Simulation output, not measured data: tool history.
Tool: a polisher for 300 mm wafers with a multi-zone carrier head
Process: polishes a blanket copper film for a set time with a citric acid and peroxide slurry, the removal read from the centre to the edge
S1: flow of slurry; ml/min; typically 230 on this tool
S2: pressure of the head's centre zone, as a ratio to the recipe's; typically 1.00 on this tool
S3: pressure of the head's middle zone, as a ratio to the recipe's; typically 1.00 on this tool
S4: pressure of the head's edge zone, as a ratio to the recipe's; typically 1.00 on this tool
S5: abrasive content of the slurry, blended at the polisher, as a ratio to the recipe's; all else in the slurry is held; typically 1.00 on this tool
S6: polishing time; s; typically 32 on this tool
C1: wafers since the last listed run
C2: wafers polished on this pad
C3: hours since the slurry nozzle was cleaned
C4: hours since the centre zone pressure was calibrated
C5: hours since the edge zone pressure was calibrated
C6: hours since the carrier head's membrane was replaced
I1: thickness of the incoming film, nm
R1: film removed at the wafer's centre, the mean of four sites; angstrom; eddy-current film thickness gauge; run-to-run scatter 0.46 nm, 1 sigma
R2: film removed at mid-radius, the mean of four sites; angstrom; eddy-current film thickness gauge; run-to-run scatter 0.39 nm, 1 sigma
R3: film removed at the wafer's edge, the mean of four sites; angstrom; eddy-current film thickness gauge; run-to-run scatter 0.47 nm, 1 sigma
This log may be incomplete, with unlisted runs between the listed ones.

run	hour	S1	S2	S3	S4	S5	S6	C1	C2	C3	C4	C5	C6	I1	R1	R2	R3
1	0.0	230	1.00	1.00	1.00	1.00	32	0	129	301.7	657.4	784.4	610.1	520.2	620	603	614
2	30.7	230	1.00	1.00	1.00	1.00	32	242	372	332.4	688.1	815.1	640.8	528.1	608	604	615
3	63.4	230	1.00	1.00	1.00	1.00	32	258	631	365.1	720.8	847.8	673.5	531.6	610	610	613
# hour 68.1: worn pad replaced by a new one
4	93.2	230	1.00	1.00	1.00	1.00	32	204	198	394.9	750.6	877.6	703.3	519.1	604	601	615
5	119.6	230	1.00	1.00	1.00	1.00	32	208	407	421.3	777.0	904.0	729.7	521.2	610	607	612
# hour 136.4: worn pad replaced by a new one
6	148.2	230	1.00	1.00	1.00	1.00	32	194	93	449.9	805.6	932.6	758.3	524.1	604	596	616
# hour 168.7: slurry nozzle cleaned
7	179.3	230	1.00	1.00	1.00	1.00	32	238	331	10.6	836.7	963.7	789.4	535.0	631	624	622
8	192.8	230	1.00	1.00	1.00	1.00	32	106	438	24.1	850.2	977.2	802.9	523.8	634	627	623
# hour 202.7: carrier head's membrane replaced by a new one
9	208.0	230	0.91	1.00	1.00	1.25	32	80	519	39.3	865.4	992.4	5.3	521.5	622	680	675
# hour 210.4: edge zone pressure recalibrated
# hour 216.4: worn pad replaced by a new one, of another model than before
# hour 238.9: centre zone pressure recalibrated
# hour 288.7: worn pad replaced by a new one
10	308.2	165	1.00	1.00	1.00	1.00	24	697	154	139.5	69.3	97.8	105.5	529.5	436	425	439
11	334.9	230	1.00	1.00	1.00	1.00	32	211	365	166.2	96.0	124.5	132.2	533.2	606	606	615
12	347.1	205	1.00	0.97	1.00	1.00	22	96	462	178.4	108.2	136.7	144.4	528.4	412	400	413
# hour 379.0: worn pad replaced by a new one
13	379.5	230	0.93	1.00	0.94	1.00	32	224	4	210.8	140.6	169.1	176.8	530.0	574	606	592
14	394.6	230	1.00	0.94	1.06	0.70	32	119	123	225.9	155.7	184.2	191.9	537.3	523	505	544

Forecast each of these 5 alternatives for the next run:
A	395.0	230	1.00	1.00	1.00	1.25	32	3	126	226.3	156.1	184.6	192.3	534.2	?	?	?
B	395.0	230	1.00	0.95	1.00	1.00	32	3	126	226.3	156.1	184.6	192.3	534.2	?	?	?
C	395.0	230	1.00	1.00	1.00	1.20	32	3	126	226.3	156.1	184.6	192.3	534.2	?	?	?
D	395.0	230	0.88	1.00	1.00	1.00	32	3	126	226.3	156.1	184.6	192.3	534.2	?	?	?
E	395.0	155	1.00	1.00	1.00	1.00	32	3	126	226.3	156.1	184.6	192.3	534.2	?	?	?

run	R1	R2	R3
A	653	644	655
B	604	579	606
C	644	635	646
D	549	596	606
E	548	547	570
Take away the tool's hidden state, keep each run's random variation, and the runs would have read:
run	R1	R2	R3
A	681	669	674
B	630	601	624
C	672	660	664
D	573	619	623
E	585	579	594
